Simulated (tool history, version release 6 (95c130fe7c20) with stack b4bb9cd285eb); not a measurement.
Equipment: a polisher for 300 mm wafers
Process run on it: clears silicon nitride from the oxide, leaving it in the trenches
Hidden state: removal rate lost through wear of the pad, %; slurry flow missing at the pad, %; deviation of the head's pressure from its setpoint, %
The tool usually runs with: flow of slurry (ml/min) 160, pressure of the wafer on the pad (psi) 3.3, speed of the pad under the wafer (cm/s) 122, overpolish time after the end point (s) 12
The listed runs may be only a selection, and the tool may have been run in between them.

| run | hour | flow of slurry (ml/min) | pressure of the wafer on the pad (psi) | speed of the pad under the wafer (cm/s) | overpolish time after the end point (s) | wafers since the last listed run | wafers polished on this pad | hours since the slurry nozzle was cleaned | hours since the head pressure was calibrated | incoming thickness of the incoming film, nm | time until the end point was called (s) |
|---|---|---|---|---|---|---|---|---|---|---|---|
| 1 | 0.0 | 160 | 3.3 | 122 | 12 | 0 | 650 | 478.8 | 204.8 | 180.4 | 162.8 |
| 2 | 65.9 | 160 | 3.3 | 96 | 15 | 333 | 984 | 544.7 | 270.7 | 181.7 | 189.6 |
| 3 | 80.2 | 160 | 3.3 | 96 | 15 | 72 | 1056 | 559.0 | 285.0 | 179.9 | 187.3 |
| 4 | 102.4 | 160 | 3.3 | 122 | 9 | 112 | 1169 | 581.2 | 307.2 | 178.7 | 160.2 |
| 5 | 129.7 | 160 | 3.3 | 122 | 17 | 138 | 1307 | 608.5 | 334.5 | 178.8 | 155.6 |
| 6 | 148.7 | 160 | 3.3 | 122 | 17 | 96 | 1403 | 627.5 | 353.5 | 179.4 | 158.0 |
| 7 | 167.8 | 160 | 3.3 | 122 | 17 | 96 | 1500 | 646.6 | 372.6 | 182.5 | 157.5 |
|  | 179.9 | worn pad replaced by a new one |
| 8 | 194.8 | 160 | 3.3 | 122 | 12 | 116 | 75 | 673.6 | 399.6 | 182.9 | 154.9 |
|  | 200.1 | head pressure recalibrated |
| 9 | 220.7 | 160 | 3.3 | 122 | 12 | 121 | 196 | 699.5 | 20.6 | 182.7 | 169.3 |
| 10 | 238.8 | 160 | 3.3 | 122 | 12 | 91 | 288 | 717.6 | 38.7 | 179.3 | 165.4 |
| 11 | 254.9 | 160 | 3.3 | 122 | 12 | 81 | 369 | 733.7 | 54.8 | 178.2 | 163.1 |
| 12 | 268.4 | 160 | 3.3 | 122 | 12 | 68 | 438 | 747.2 | 68.3 | 183.4 | 167.9 |
| 13 | 280.6 | 185 | 3.3 | 122 | 10 | 61 | 500 | 759.4 | 80.5 | 177.7 | 161.7 |
| 14 | 311.9 | 185 | 3.3 | 122 | 10 | 158 | 658 | 790.7 | 111.8 | 180.2 | 159.8 |
| 15 | 338.5 | 185 | 3.3 | 122 | 10 | 134 | 793 | 817.3 | 138.4 | 180.1 | 161.1 |
| 16 | 356.6 | 160 | 3.3 | 122 | 12 | 91 | 885 | 835.4 | 156.5 | 178.7 | 161.7 |
|  | 385.8 | slurry nozzle cleaned |
| 17 | 387.6 | 160 | 3.3 | 122 | 12 | 152 | 1037 | 1.8 | 187.5 | 179.3 | 166.0 |
| 18 | 407.8 | 160 | 3.3 | 122 | 12 | 102 | 1139 | 22.0 | 207.7 | 180.1 | 160.6 |
|  | 415.8 | worn pad replaced by a new one |
| 19 | 434.8 | 110 | 4.2 | 162 | 12 | 116 | 96 | 49.0 | 234.7 | 181.7 | 114.4 |
| 20 | 453.3 | 160 | 2.8 | 104 | 12 | 93 | 189 | 67.5 | 253.2 | 179.8 | 212.3 |
| 21 | 472.3 | 160 | 3.3 | 122 | 12 | 96 | 286 | 86.5 | 272.2 | 183.7 | 163.9 |
| 22 | 506.1 | 195 | 3.3 | 122 | 18 | 171 | 457 | 120.3 | 306.0 | 180.8 | 155.2 |
| 23 | 522.0 | 120 | 3.3 | 96 | 18 | 80 | 537 | 136.2 | 321.9 | 178.9 | 200.5 |
|  | 541.2 | head pressure recalibrated |
| 24 | 549.3 | 110 | 4.2 | 162 | 12 | 128 | 666 | 163.5 | 8.1 | 179.7 | 112.3 |
| 25 | 577.7 | 185 | 2.8 | 160 | 12 | 143 | 810 | 191.9 | 36.5 | 182.0 | 154.1 |
| 26 | 602.4 | 160 | 3.3 | 122 | 12 | 125 | 935 | 216.6 | 61.2 | 179.8 | 167.2 |
| 27 | 626.3 | 160 | 3.3 | 122 | 6 | 121 | 1056 | 240.5 | 85.1 | 179.2 | 164.5 |
| 28 | 652.4 | 125 | 3.8 | 122 | 15 | 132 | 1188 | 266.6 | 111.2 | 181.2 | 152.9 |
| 29 | 679.7 | 185 | 2.2 | 122 | 12 | 138 | 1327 | 293.9 | 138.5 | 181.0 | 238.4 |
|  | 685.9 | worn pad replaced by a new one |
| 30 | 700.8 | 160 | 2.7 | 122 | 12 | 86 | 75 | 315.0 | 159.6 | 176.5 | 191.0 |
| 31 | 735.9 | 160 | 3.3 | 122 | 12 | 177 | 253 | 350.1 | 194.7 | 182.4 | 164.3 |
| 32 | 751.5 | 125 | 3.7 | 106 | 9 | 79 | 332 | 365.7 | 210.3 | 180.0 | 168.5 |
| 33 | 772.3 | 120 | 3.3 | 122 | 12 | 105 | 438 | 386.5 | 231.1 | 180.7 | 176.7 |
| 34 | 788.0 | 160 | 3.7 | 122 | 12 | 79 | 517 | 402.2 | 246.8 | 180.7 | 141.0 |
| 35 | 818.6 | 160 | 3.3 | 122 | 12 | 155 | 672 | 432.8 | 277.4 | 178.0 | 159.4 |
| 36 | 841.2 | 160 | 3.7 | 96 | 12 | 114 | 787 | 455.4 | 300.0 | 178.4 | 171.8 |
|  | 866.6 | head pressure recalibrated |
| 37 | 876.1 | 105 | 3.3 | 80 | 12 | 166 | 954 | 490.3 | 9.5 | 181.6 | 242.8 |

For some of the steps in time until the end point was called (s) from one run to the next: how much would appear even if the tool had no hidden state, given the settings, what came in and random variation, and how much remains for the hidden state plus any gauge scatter that the measured result and the result without hidden state don't share?
Run 8 -> 9: head pressure recalibrated. time until the end point was called (s) +14.4: hidden state +11.9, all else +2.5.
Run 19 -> 20: flow of slurry (ml/min) 110 -> 160, pressure of the wafer on the pad (psi) 4.2 -> 2.8, speed of the pad under the wafer (cm/s) 162 -> 104. time until the end point was called (s) +97.9: hidden state -2.0, all else +99.9.
Run 23 -> 24: flow of slurry (ml/min) 120 -> 110, pressure of the wafer on the pad (psi) 3.3 -> 4.2, speed of the pad under the wafer (cm/s) 96 -> 162, overpolish time after the end point (s) 18 -> 12, head pressure recalibrated. time until the end point was called (s) -88.2: hidden state +5.7, all else -93.9.
Run 28 -> 29: flow of slurry (ml/min) 125 -> 185, pressure of the wafer on the pad (psi) 3.8 -> 2.2, overpolish time after the end point (s) 15 -> 12. time until the end point was called (s) +85.5: hidden state -1.5, all else +87.0.
Run 36 -> 37: flow of slurry (ml/min) 160 -> 105, pressure of the wafer on the pad (psi) 3.7 -> 3.3, speed of the pad under the wafer (cm/s) 96 -> 80, head pressure recalibrated. time until the end point was called (s) +71.0: hidden state +4.8, all else +66.2.

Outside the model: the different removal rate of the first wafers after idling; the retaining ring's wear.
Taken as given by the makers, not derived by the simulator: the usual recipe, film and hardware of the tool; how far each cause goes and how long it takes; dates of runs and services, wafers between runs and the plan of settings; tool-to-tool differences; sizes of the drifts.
